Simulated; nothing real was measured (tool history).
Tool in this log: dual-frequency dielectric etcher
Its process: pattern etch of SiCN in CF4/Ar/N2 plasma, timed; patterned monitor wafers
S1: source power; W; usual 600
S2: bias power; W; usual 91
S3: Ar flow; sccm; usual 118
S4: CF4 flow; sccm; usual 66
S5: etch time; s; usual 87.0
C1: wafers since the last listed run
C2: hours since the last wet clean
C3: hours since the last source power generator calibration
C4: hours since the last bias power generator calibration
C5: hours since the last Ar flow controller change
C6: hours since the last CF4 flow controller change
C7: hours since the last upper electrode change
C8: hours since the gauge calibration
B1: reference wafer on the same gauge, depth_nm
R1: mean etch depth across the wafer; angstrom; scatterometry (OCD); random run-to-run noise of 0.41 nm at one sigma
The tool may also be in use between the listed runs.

run 1 day=0.000 | S1=600 S2=91 S3=118 S4=66 S5=108.0 | C1=0 C2=1.2 C3=1646.9 C4=7.8 C5=1846.6 C6=16.2 C7=2572.0 C8=354.1 | B1=98.8 | R1=1163
run 2 day=0.671 | S1=600 S2=91 S3=118 S4=66 S5=108.0 | C1=157 C2=17.3 C3=1663.0 C4=23.9 C5=1862.7 C6=32.3 C7=2588.1 C8=370.2 | B1=98.9 | R1=1165
run 3 day=0.925 | S1=600 S2=108 S3=102 S4=76 S5=76.5 | C1=59 C2=23.4 C3=1669.1 C4=30.0 C5=1868.8 C6=38.4 C7=2594.2 C8=376.3 | B1=98.8 | R1=924
-- day=1.550 Ar flow controller replaced
run 4 day=1.571 | S1=600 S2=91 S3=118 S4=66 S5=87.0 | C1=92 C2=38.9 C3=1684.6 C4=45.5 C5=0.5 C6=53.9 C7=2609.7 C8=391.8 | B1=98.9 | R1=935
run 5 day=2.075 | S1=600 S2=91 S3=118 S4=66 S5=87.0 | C1=118 C2=51.0 C3=1696.7 C4=57.6 C5=12.6 C6=66.0 C7=2621.8 C8=403.9 | B1=98.8 | R1=930
run 6 day=2.604 | S1=600 S2=91 S3=118 S4=66 S5=87.0 | C1=124 C2=63.7 C3=1709.4 C4=70.3 C5=25.3 C6=78.7 C7=2634.5 C8=416.6 | B1=98.8 | R1=930
run 7 day=2.883 | S1=600 S2=70 S3=144 S4=76 S5=98.5 | C1=65 C2=70.4 C3=1716.1 C4=77.0 C5=32.0 C6=85.4 C7=2641.2 C8=423.3 | B1=98.7 | R1=916
run 8 day=4.571 | S1=660 S2=111 S3=118 S4=57 S5=87.0 | C1=396 C2=110.9 C3=1756.6 C4=117.5 C5=72.5 C6=125.9 C7=2681.7 C8=463.8 | B1=98.8 | R1=1071
run 9 day=5.025 | S1=600 S2=69 S3=118 S4=58 S5=87.0 | C1=106 C2=121.8 C3=1767.5 C4=128.4 C5=83.4 C6=136.8 C7=2692.6 C8=474.7 | B1=98.7 | R1=800
-- day=5.579 source power generator calibrated
-- day=5.808 gauge calibrated
-- day=7.800 upper electrode replaced
run 10 day=7.821 | S1=600 S2=91 S3=118 S4=66 S5=87.0 | C1=382 C2=188.9 C3=53.8 C4=195.5 C5=150.5 C6=203.9 C7=0.5 C8=48.3 | B1=98.7 | R1=931
run 11 day=7.833 | S1=450 S2=91 S3=118 S4=66 S5=100.0 | C1=2 C2=189.2 C3=54.1 C4=195.8 C5=150.8 C6=204.2 C7=0.8 C8=48.6 | B1=98.8 | R1=872
run 12 day=8.204 | S1=600 S2=76 S3=92 S4=66 S5=67.0 | C1=87 C2=198.1 C3=63.0 C4=204.7 C5=159.7 C6=213.1 C7=9.7 C8=57.5 | B1=98.7 | R1=691
run 13 day=8.792 | S1=600 S2=91 S3=118 S4=66 S5=87.0 | C1=137 C2=212.2 C3=77.1 C4=218.8 C5=173.8 C6=227.2 C7=23.8 C8=71.6 | B1=98.7 | R1=935
run 14 day=9.529 | S1=600 S2=112 S3=118 S4=73 S5=87.0 | C1=173 C2=229.9 C3=94.8 C4=236.5 C5=191.5 C6=244.9 C7=41.5 C8=89.3 | B1=98.7 | R1=1040
run 15 day=10.121 | S1=600 S2=91 S3=137 S4=66 S5=87.0 | C1=138 C2=244.1 C3=109.0 C4=250.7 C5=205.7 C6=259.1 C7=55.7 C8=103.5 | B1=98.8 | R1=900
run 16 day=10.492 | S1=600 S2=91 S3=118 S4=66 S5=98.0 | C1=87 C2=253.0 C3=117.9 C4=259.6 C5=214.6 C6=268.0 C7=64.6 C8=112.4 | B1=98.8 | R1=1049
run 17 day=11.025 | S1=600 S2=91 S3=118 S4=66 S5=87.0 | C1=125 C2=265.8 C3=130.7 C4=272.4 C5=227.4 C6=280.8 C7=77.4 C8=125.2 | B1=98.9 | R1=928
run 18 day=11.558 | S1=690 S2=91 S3=90 S4=66 S5=74.5 | C1=125 C2=278.6 C3=143.5 C4=285.2 C5=240.2 C6=293.6 C7=90.2 C8=138.0 | B1=98.7 | R1=919
run 19 day=12.242 | S1=600 S2=91 S3=118 S4=79 S5=80.0 | C1=160 C2=295.0 C3=159.9 C4=301.6 C5=256.6 C6=310.0 C7=106.6 C8=154.4 | B1=99.0 | R1=872
run 20 day=12.975 | S1=600 S2=91 S3=118 S4=66 S5=87.0 | C1=172 C2=312.6 C3=177.5 C4=319.2 C5=274.2 C6=327.6 C7=124.2 C8=172.0 | B1=98.8 | R1=923
run 21 day=13.333 | S1=600 S2=91 S3=118 S4=66 S5=87.0 | C1=84 C2=321.2 C3=186.1 C4=327.8 C5=282.8 C6=336.2 C7=132.8 C8=180.6 | B1=98.7 | R1=922

Below are 4 alternative next runs, each starting from the tool's condition after run 21. Predict each:
run A day=13.350 | S1=600 S2=91 S3=118 S4=66 S5=87.0 | C1=3 C2=321.6 C3=186.5 C4=328.2 C5=283.2 C6=336.6 C7=133.2 C8=181.0 | B1=? | R1=?
run B day=13.350 | S1=600 S2=91 S3=118 S4=66 S5=71.5 | C1=3 C2=321.6 C3=186.5 C4=328.2 C5=283.2 C6=336.6 C7=133.2 C8=181.0 | B1=? | R1=?
run C day=13.350 | S1=690 S2=91 S3=118 S4=54 S5=62.0 | C1=3 C2=321.6 C3=186.5 C4=328.2 C5=283.2 C6=336.6 C7=133.2 C8=181.0 | B1=? | R1=?
run D day=13.350 | S1=600 S2=91 S3=118 S4=66 S5=66.5 | C1=3 C2=321.6 C3=186.5 C4=328.2 C5=283.2 C6=336.6 C7=133.2 C8=181.0 | B1=? | R1=?

run=A B1=98.7 R1=924
run=B B1=98.7 R1=760
run=C B1=98.7 R1=707
run=D B1=98.7 R1=707
What these runs would have given with no unlogged condition in the tool:
run=A R1=935
run=B R1=768
run=C R1=715
run=D R1=714
